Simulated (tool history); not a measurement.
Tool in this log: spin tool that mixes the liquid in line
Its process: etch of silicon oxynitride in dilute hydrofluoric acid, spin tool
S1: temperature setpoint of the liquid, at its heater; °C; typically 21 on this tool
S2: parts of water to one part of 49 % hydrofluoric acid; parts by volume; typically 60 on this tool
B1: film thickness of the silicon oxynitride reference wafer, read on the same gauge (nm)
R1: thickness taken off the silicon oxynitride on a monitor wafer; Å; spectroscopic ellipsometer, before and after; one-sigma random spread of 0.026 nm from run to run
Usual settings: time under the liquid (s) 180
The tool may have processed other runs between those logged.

run 1 day=0 | S1=21 S2=60 time_under_the_liquid_(s)=130 | B1=99.05 | R1=39.4
run 2 day=1.096 | S1=21 S2=60 time_under_the_liquid_(s)=130 | B1=98.93 | R1=39.6
run 3 day=2.55 | S1=19 S2=60 time_under_the_liquid_(s)=180 | B1=98.81 | R1=49
run 4 day=3.796 | S1=19 S2=60 time_under_the_liquid_(s)=180 | B1=98.68 | R1=49.2
run 5 day=5.05 | S1=21 S2=60 time_under_the_liquid_(s)=180 | B1=98.57 | R1=54.1
run 6 day=6.217 | S1=21 S2=60 time_under_the_liquid_(s)=180 | B1=98.46 | R1=54.2
run 7 day=6.742 | S1=21 S2=60 time_under_the_liquid_(s)=120 | B1=98.4 | R1=36
run 8 day=7.396 | S1=21 S2=60 time_under_the_liquid_(s)=145 | B1=98.31 | R1=43.9
run 9 day=8.529 | S1=21 S2=60 time_under_the_liquid_(s)=110 | B1=98.22 | R1=33.1
-- day=9.083 gauge calibrated
run 10 day=9.438 | S1=21 S2=60 time_under_the_liquid_(s)=180 | B1=99.68 | R1=55.1
run 11 day=10.625 | S1=21 S2=60 time_under_the_liquid_(s)=180 | B1=99.55 | R1=54.7
run 12 day=11.842 | S1=19.5 S2=90 time_under_the_liquid_(s)=275 | B1=99.44 | R1=50.7
run 13 day=12.354 | S1=21 S2=45 time_under_the_liquid_(s)=180 | B1=99.37 | R1=73.9
run 14 day=12.867 | S1=24.5 S2=80 time_under_the_liquid_(s)=235 | B1=99.33 | R1=62.4
-- day=12.967 thermometer replaced
run 15 day=13.738 | S1=21 S2=60 time_under_the_liquid_(s)=280 | B1=99.27 | R1=85.4
run 16 day=14.633 | S1=24.5 S2=70 time_under_the_liquid_(s)=120 | B1=99.17 | R1=36.6
run 17 day=15.967 | S1=26 S2=60 time_under_the_liquid_(s)=180 | B1=99.04 | R1=69.8
run 18 day=16.829 | S1=17 S2=60 time_under_the_liquid_(s)=230 | B1=98.95 | R1=56.7
run 19 day=17.483 | S1=23 S2=90 time_under_the_liquid_(s)=150 | B1=98.91 | R1=32.7
-- day=17.788 hydrofluoric acid flow meter replaced
run 20 day=18.229 | S1=21 S2=60 time_under_the_liquid_(s)=265 | B1=98.84 | R1=79.9
run 21 day=19.412 | S1=25 S2=60 time_under_the_liquid_(s)=180 | B1=98.72 | R1=66.2
run 22 day=20.779 | S1=24 S2=40 time_under_the_liquid_(s)=235 | B1=98.59 | R1=124.9
run 23 day=22.275 | S1=21 S2=60 time_under_the_liquid_(s)=180 | B1=98.43 | R1=54.8
run 24 day=22.921 | S1=21 S2=60 time_under_the_liquid_(s)=180 | B1=98.37 | R1=54.6
run 25 day=23.967 | S1=21 S2=50 time_under_the_liquid_(s)=180 | B1=98.28 | R1=65.3
run 26 day=25.771 | S1=25.5 S2=40 time_under_the_liquid_(s)=180 | B1=98.09 | R1=102.8
run 27 day=26.333 | S1=18 S2=40 time_under_the_liquid_(s)=265 | B1=98.02 | R1=104.2
run 28 day=27.783 | S1=24.5 S2=30 time_under_the_liquid_(s)=150 | B1=97.91 | R1=109.2
run 29 day=28.433 | S1=21 S2=60 time_under_the_liquid_(s)=180 | B1=97.83 | R1=53.8
run 30 day=29.571 | S1=21 S2=60 time_under_the_liquid_(s)=180 | B1=97.74 | R1=53.8
run 31 day=30.412 | S1=18 S2=60 time_under_the_liquid_(s)=70 | B1=97.64 | R1=17.9
run 32 day=31.379 | S1=26 S2=80 time_under_the_liquid_(s)=245 | B1=97.54 | R1=68.4

Each row is a separate what-if for the run after 32, all from the same tool condition, not one after another. Results?
run A day=31.4 | S1=21 S2=60 time_under_the_liquid_(s)=180 | B1=? | R1=?
run B day=31.4 | S1=21 S2=60 time_under_the_liquid_(s)=260 | B1=? | R1=?
run C day=31.4 | S1=17.5 S2=60 time_under_the_liquid_(s)=135 | B1=? | R1=?
run D day=31.4 | S1=21 S2=75 time_under_the_liquid_(s)=180 | B1=? | R1=?
run E day=31.4 | S1=25 S2=85 time_under_the_liquid_(s)=255 | B1=? | R1=?

run=A B1=97.55 R1=53.5
run=B B1=97.55 R1=77.3
run=C B1=97.55 R1=33.7
run=D B1=97.55 R1=42.3
run=E B1=97.55 R1=63.7
With no hidden state in the tool, these same runs would have given:
run=A R1=54.9
run=B R1=79.3
run=C R1=34.5
run=D R1=43.4
run=E R1=65.3
